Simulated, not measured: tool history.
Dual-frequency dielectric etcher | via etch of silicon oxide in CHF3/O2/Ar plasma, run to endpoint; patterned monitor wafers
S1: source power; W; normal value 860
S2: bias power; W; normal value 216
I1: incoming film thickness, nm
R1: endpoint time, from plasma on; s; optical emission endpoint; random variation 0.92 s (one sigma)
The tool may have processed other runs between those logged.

Run 1, hour 0: usual settings but S2 228 W; I1 686.6. Result: R1 297.7 s.
Run 2, hour 22.4: usual settings but S2 228 W; I1 680.6. Result: R1 294.6 s.
Run 3, hour 58.3: usual settings; I1 682.4. Result: R1 302.2 s.
Run 4, hour 72.7: usual settings; I1 684. Result: R1 301.6 s.
At hour 111.5: wet clean of the chamber.
Run 5, hour 112: usual settings; I1 684.1. Result: R1 311.3 s.
Run 6, hour 115.2: usual settings but S1 790 W, S2 202 W; I1 683.5. Result: R1 329.3 s.
Run 7, hour 131.3: usual settings but S1 790 W, S2 202 W; I1 677. Result: R1 326.2 s.
Run 8, hour 154.8: usual settings; I1 674.7. Result: R1 306.9 s.
Run 9, hour 182.7: usual settings; I1 682.5. Result: R1 310.1 s.
At hour 189.2: source power generator calibrated.
Run 10, hour 208.9: usual settings but S1 720 W; I1 677.9. Result: R1 320.3 s.
Run 11, hour 244: usual settings; I1 683.7. Result: R1 302.7 s.
Run 12, hour 271.3: usual settings; I1 678.9. Result: R1 301.4 s.
Run 13, hour 304.2: usual settings but S1 660 W, S2 173 W; I1 678.9. Result: R1 366.2 s.
Run 14, hour 327: usual settings; I1 681.4. Result: R1 302.7 s.
Run 15, hour 359.5: usual settings but S1 660 W, S2 173 W; I1 682.2. Result: R1 365.6 s.
Run 16, hour 377.8: usual settings but S2 176 W; I1 677.9. Result: R1 325.7 s.
At hour 412.3: upper electrode replaced.
Run 17, hour 412.8: usual settings but S1 920 W; I1 673.6. Result: R1 289.8 s.
Run 18, hour 418: usual settings; I1 681.2. Result: R1 299.1 s.
Run 19, hour 433.1: usual settings but S1 750 W; I1 680.6. Result: R1 315.7 s.
Run 20, hour 447.3: usual settings but S1 970 W; I1 679.6. Result: R1 285.6 s.
Run 21, hour 464.3: usual settings but S1 920 W, S2 244 W; I1 678.2. Result: R1 276.4 s.
Run 22, hour 499.2: usual settings but S1 990 W, S2 250 W; I1 690.1. Result: R1 270.2 s.
Run 23, hour 528.3: usual settings but S1 680 W; I1 680.7. Result: R1 324.5 s.
At hour 561.1: bias power generator calibrated.
Run 24, hour 562.5: usual settings; I1 676.1. Result: R1 294.9 s.
At hour 595.2: wet clean of the chamber.
Run 25, hour 595.7: usual settings but S1 690 W, S2 235 W; I1 679.2. Result: R1 316.3 s.
Run 26, hour 626.5: usual settings but S1 780 W, S2 202 W; I1 674.6. Result: R1 324.9 s.
Run 27, hour 657: usual settings but S1 1040 W, S2 198 W; I1 681.7. Result: R1 296.3 s.
Run 28, hour 686.8: usual settings but S1 710 W, S2 242 W; I1 678.7. Result: R1 309 s.
Run 29, hour 716.7: usual settings but S1 670 W, S2 193 W; I1 672.9. Result: R1 346.6 s.
Run 30, hour 735.4: usual settings; I1 686.9. Result: R1 305.9 s.
Run 31, hour 749: usual settings but S1 760 W, S2 179 W; I1 682.3. Result: R1 346.9 s.
Run 32, hour 784.6: usual settings but S1 710 W, S2 202 W; I1 675.7. Result: R1 329.5 s.
Run 33, hour 807.4: usual settings; I1 679.4. Result: R1 303 s.
Run 34, hour 836.5: usual settings but S1 1000 W, S2 171 W; I1 680.7. Result: R1 319.2 s.

Consider 5 possible next runs. They are alternatives, not a sequence: every one starts from the tool as it was left by run 34. What does each give?
Run A, hour 837: usual settings; I1 681. Result: R1 ?.
Run B, hour 837: usual settings but S1 730 W, S2 185 W; I1 681. Result: R1 ?.
Run C, hour 837: usual settings but S2 172 W; I1 681. Result: R1 ?.
Run D, hour 837: usual settings but S2 240 W; I1 681. Result: R1 ?.
Run E, hour 837: usual settings but S1 930 W, S2 191 W; I1 681. Result: R1 ?.

run     R1
  A  302.6
  B  343.2
  C  334.4
  D    289
  E  310.5
With the hidden condition removed and each run's random variation left untouched, the same runs would have given:
run     R1
  A  305.2
  B  346.2
  C  337.3
  D  291.5
  E  313.2

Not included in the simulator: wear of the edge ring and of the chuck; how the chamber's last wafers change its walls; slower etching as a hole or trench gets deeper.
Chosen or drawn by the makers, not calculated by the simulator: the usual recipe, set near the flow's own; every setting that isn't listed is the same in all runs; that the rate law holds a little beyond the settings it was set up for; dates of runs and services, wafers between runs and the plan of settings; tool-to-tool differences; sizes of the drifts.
